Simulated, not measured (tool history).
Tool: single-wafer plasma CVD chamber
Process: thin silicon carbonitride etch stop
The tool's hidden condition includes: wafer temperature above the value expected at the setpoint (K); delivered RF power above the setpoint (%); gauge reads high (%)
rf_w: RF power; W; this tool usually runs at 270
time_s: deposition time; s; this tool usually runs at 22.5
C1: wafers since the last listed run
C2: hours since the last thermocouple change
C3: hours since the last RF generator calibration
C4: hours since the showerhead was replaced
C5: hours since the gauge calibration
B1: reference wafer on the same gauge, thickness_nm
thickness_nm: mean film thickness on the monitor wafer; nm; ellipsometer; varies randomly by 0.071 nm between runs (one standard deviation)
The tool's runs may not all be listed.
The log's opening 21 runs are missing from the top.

{"hour": 592.3, "done": "gauge calibrated"}
{"run": 22, "hour": 610.5, "rf_w": 300, "time_s": 22.5, "C1": 351, "C2": 247.4, "C3": 47.3, "C4": 4847.0, "C5": 18.2, "B1": 12.595, "thickness_nm": 14.665}
{"run": 23, "hour": 717.8, "rf_w": 245, "time_s": 26.8, "C1": 1951, "C2": 354.7, "C3": 154.6, "C4": 4954.3, "C5": 125.5, "B1": 12.607, "thickness_nm": 15.633}
{"run": 24, "hour": 738.2, "rf_w": 270, "time_s": 22.5, "C1": 371, "C2": 375.1, "C3": 175.0, "C4": 4974.7, "C5": 145.9, "B1": 12.61, "thickness_nm": 13.775}
{"hour": 753.6, "done": "showerhead replaced, of another model than before"}
{"run": 25, "hour": 754.1, "rf_w": 320, "time_s": 22.5, "C1": 143, "C2": 391.0, "C3": 190.9, "C4": 0.5, "C5": 161.8, "B1": 12.595, "thickness_nm": 15.343}
{"run": 26, "hour": 764.1, "rf_w": 270, "time_s": 22.5, "C1": 181, "C2": 401.0, "C3": 200.9, "C4": 10.5, "C5": 171.8, "B1": 12.585, "thickness_nm": 13.522}
{"run": 27, "hour": 787.3, "rf_w": 310, "time_s": 19.3, "C1": 422, "C2": 424.2, "C3": 224.1, "C4": 33.7, "C5": 195.0, "B1": 12.607, "thickness_nm": 12.827}
{"run": 28, "hour": 802.4, "rf_w": 305, "time_s": 21.6, "C1": 274, "C2": 439.3, "C3": 239.2, "C4": 48.8, "C5": 210.1, "B1": 12.611, "thickness_nm": 14.227}
{"run": 29, "hour": 818.9, "rf_w": 230, "time_s": 24.8, "C1": 300, "C2": 455.8, "C3": 255.7, "C4": 65.3, "C5": 226.6, "B1": 12.599, "thickness_nm": 12.568}
{"run": 30, "hour": 850.0, "rf_w": 245, "time_s": 24.5, "C1": 565, "C2": 486.9, "C3": 286.8, "C4": 96.4, "C5": 257.7, "B1": 12.585, "thickness_nm": 13.273}
{"run": 31, "hour": 879.8, "rf_w": 245, "time_s": 24.0, "C1": 542, "C2": 516.7, "C3": 316.6, "C4": 126.2, "C5": 287.5, "B1": 12.605, "thickness_nm": 12.982}
{"run": 32, "hour": 958.5, "rf_w": 270, "time_s": 22.5, "C1": 1431, "C2": 595.4, "C3": 395.3, "C4": 204.9, "C5": 366.2, "B1": 12.615, "thickness_nm": 13.167}
{"run": 33, "hour": 1051.0, "rf_w": 270, "time_s": 26.7, "C1": 1682, "C2": 687.9, "C3": 487.8, "C4": 297.4, "C5": 458.7, "B1": 12.611, "thickness_nm": 15.596}
{"run": 34, "hour": 1066.6, "rf_w": 310, "time_s": 22.5, "C1": 283, "C2": 703.5, "C3": 503.4, "C4": 313.0, "C5": 474.3, "B1": 12.6, "thickness_nm": 14.691}
{"run": 35, "hour": 1087.8, "rf_w": 250, "time_s": 22.5, "C1": 385, "C2": 724.7, "C3": 524.6, "C4": 334.2, "C5": 495.5, "B1": 12.588, "thickness_nm": 12.216}

Alternative continuations, all from the tool just after run 35; predict every row:
{"run": "A", "hour": 1088.2, "rf_w": 270, "time_s": 22.5, "C1": 7, "C2": 725.1, "C3": 525.0, "C4": 334.6, "C5": 495.9, "B1": "?", "thickness_nm": "?"}
{"run": "B", "hour": 1088.2, "rf_w": 270, "time_s": 19.9, "C1": 7, "C2": 725.1, "C3": 525.0, "C4": 334.6, "C5": 495.9, "B1": "?", "thickness_nm": "?"}
{"run": "C", "hour": 1088.2, "rf_w": 315, "time_s": 20.4, "C1": 7, "C2": 725.1, "C3": 525.0, "C4": 334.6, "C5": 495.9, "B1": "?", "thickness_nm": "?"}
{"run": "D", "hour": 1088.2, "rf_w": 225, "time_s": 18.5, "C1": 7, "C2": 725.1, "C3": 525.0, "C4": 334.6, "C5": 495.9, "B1": "?", "thickness_nm": "?"}

run=A B1=12.604 thickness_nm=13.210
run=B B1=12.604 thickness_nm=11.684
run=C B1=12.604 thickness_nm=13.450
run=D B1=12.604 thickness_nm=8.968
What these runs would have given with no unlogged condition in the tool:
run=A thickness_nm=14.114
run=B thickness_nm=12.483
run=C thickness_nm=14.370
run=D thickness_nm=9.581

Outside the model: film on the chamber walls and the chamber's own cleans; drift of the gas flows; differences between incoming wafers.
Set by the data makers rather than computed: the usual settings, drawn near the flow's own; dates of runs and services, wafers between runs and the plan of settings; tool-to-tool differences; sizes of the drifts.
